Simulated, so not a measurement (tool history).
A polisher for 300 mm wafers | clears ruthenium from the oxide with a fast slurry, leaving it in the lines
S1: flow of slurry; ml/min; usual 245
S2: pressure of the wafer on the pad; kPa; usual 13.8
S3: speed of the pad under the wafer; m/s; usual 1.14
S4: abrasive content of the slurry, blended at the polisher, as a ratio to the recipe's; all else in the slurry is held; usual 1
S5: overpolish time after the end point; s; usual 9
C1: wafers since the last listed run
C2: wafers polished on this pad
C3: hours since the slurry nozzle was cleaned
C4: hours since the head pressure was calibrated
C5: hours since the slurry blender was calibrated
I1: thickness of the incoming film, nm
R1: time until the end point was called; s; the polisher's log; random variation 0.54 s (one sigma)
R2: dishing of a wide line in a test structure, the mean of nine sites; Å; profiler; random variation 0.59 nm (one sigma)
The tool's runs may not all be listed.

Run 1, hour 0: usual settings; C1 0; C2 263; C3 718.7; C4 648.7; C5 214.5; I1 202.2. Result: R1 44.2 s, R2 281 Å.
Run 2, hour 11: usual settings but S2 15.9 kPa, S4 0.85; C1 130; C2 393; C3 729.7; C4 659.7; C5 225.5; I1 203.8. Result: R1 43.3 s, R2 292 Å.
At hour 23.6: worn pad replaced by a new one.
Run 3, hour 24.1: usual settings but S2 15.9 kPa, S4 0.85; C1 107; C2 5; C3 742.8; C4 672.8; C5 238.6; I1 201.4. Result: R1 40.4 s, R2 292 Å.
Run 4, hour 38.5: usual settings but S2 15.9 kPa, S4 0.85; C1 170; C2 176; C3 757.2; C4 687.2; C5 253; I1 202.5. Result: R1 42.9 s, R2 287 Å.
Run 5, hour 44.9: usual settings but S2 14.5 kPa; C1 75; C2 252; C3 763.6; C4 693.6; C5 259.4; I1 200.5. Result: R1 43.1 s, R2 286 Å.
Run 6, hour 60.6: usual settings but S2 14.5 kPa; C1 186; C2 438; C3 779.3; C4 709.3; C5 275.1; I1 198.2. Result: R1 42 s, R2 281 Å.
At hour 81.5: worn pad replaced by a new one.
Run 7, hour 82: usual settings but S2 14.5 kPa; C1 206; C2 5; C3 800.7; C4 730.7; C5 296.5; I1 200.7. Result: R1 41 s, R2 292 Å.
Run 8, hour 114.9: usual settings but S1 300 ml/min; C1 389; C2 395; C3 833.6; C4 763.6; C5 329.4; I1 197.4. Result: R1 42.5 s, R2 279 Å.
At hour 129.6: worn pad replaced by a new one.
Run 9, hour 145.2: usual settings; C1 311; C2 184; C3 863.9; C4 793.9; C5 359.7; I1 200. Result: R1 45.4 s, R2 262 Å.
Run 10, hour 159.8: usual settings but S1 280 ml/min, S2 17.2 kPa, S4 1.15, S5 4 s; C1 173; C2 357; C3 878.5; C4 808.5; C5 374.3; I1 200.3. Result: R1 32.8 s, R2 169 Å.
At hour 166.5: head pressure recalibrated.
At hour 167: slurry blender recalibrated.
At hour 177.2: worn pad replaced by a new one.
Run 11, hour 177.7: usual settings but S1 180 ml/min, S2 9 kPa, S5 7 s; C1 135; C2 5; C3 896.4; C4 11.2; C5 10.7; I1 197.3. Result: R1 64.5 s, R2 150 Å.
Run 12, hour 190.1: usual settings but S1 270 ml/min; C1 146; C2 152; C3 908.8; C4 23.6; C5 23.1; I1 201.6. Result: R1 44.2 s, R2 290 Å.
At hour 202.3: slurry nozzle cleaned.
At hour 226.7: worn pad replaced by a new one.
Run 13, hour 230.1: usual settings but S3 1.04 m/s, S4 0.9; C1 414; C2 40; C3 27.8; C4 63.6; C5 63.1; I1 199.6. Result: R1 49.6 s, R2 255 Å.
Run 14, hour 237.2: usual settings but S2 10.3 kPa, S3 0.78 m/s, S4 1.25, S5 6 s; C1 84; C2 124; C3 34.9; C4 70.7; C5 70.2; I1 202.4. Result: R1 73.1 s, R2 110 Å.
Run 15, hour 251.7: usual settings; C1 171; C2 296; C3 49.4; C4 85.2; C5 84.7; I1 199.1. Result: R1 44.7 s, R2 276 Å.
Run 16, hour 260.5: usual settings but S2 9 kPa, S3 1.4 m/s, S4 0.75, S5 11 s; C1 104; C2 400; C3 58.2; C4 94; C5 93.5; I1 197.5. Result: R1 61.5 s, R2 233 Å.

Some steps in R1 between neighbouring runs. How much of each would the tool show without its hidden state too (settings, what came in, random variation), and how much is left for the hidden state, with any gauge scatter that isn't in both results?
The hidden state here: removal rate lost through wear of the pad, %; slurry flow missing at the pad, %; deviation of the head's pressure from its setpoint, %; abrasive missing from the slurry, %.
Run 6 -> 7: worn pad replaced by a new one. R1 -1 s: hidden state -2, all else +1.
Run 10 -> 11: S1 280 -> 180, S2 17.2 -> 9, S4 1.15 -> 1, S5 4 -> 7, head pressure recalibrated, slurry blender recalibrated, worn pad replaced by a new one. R1 +31.7 s: hidden state -1.4, all else +33.1.

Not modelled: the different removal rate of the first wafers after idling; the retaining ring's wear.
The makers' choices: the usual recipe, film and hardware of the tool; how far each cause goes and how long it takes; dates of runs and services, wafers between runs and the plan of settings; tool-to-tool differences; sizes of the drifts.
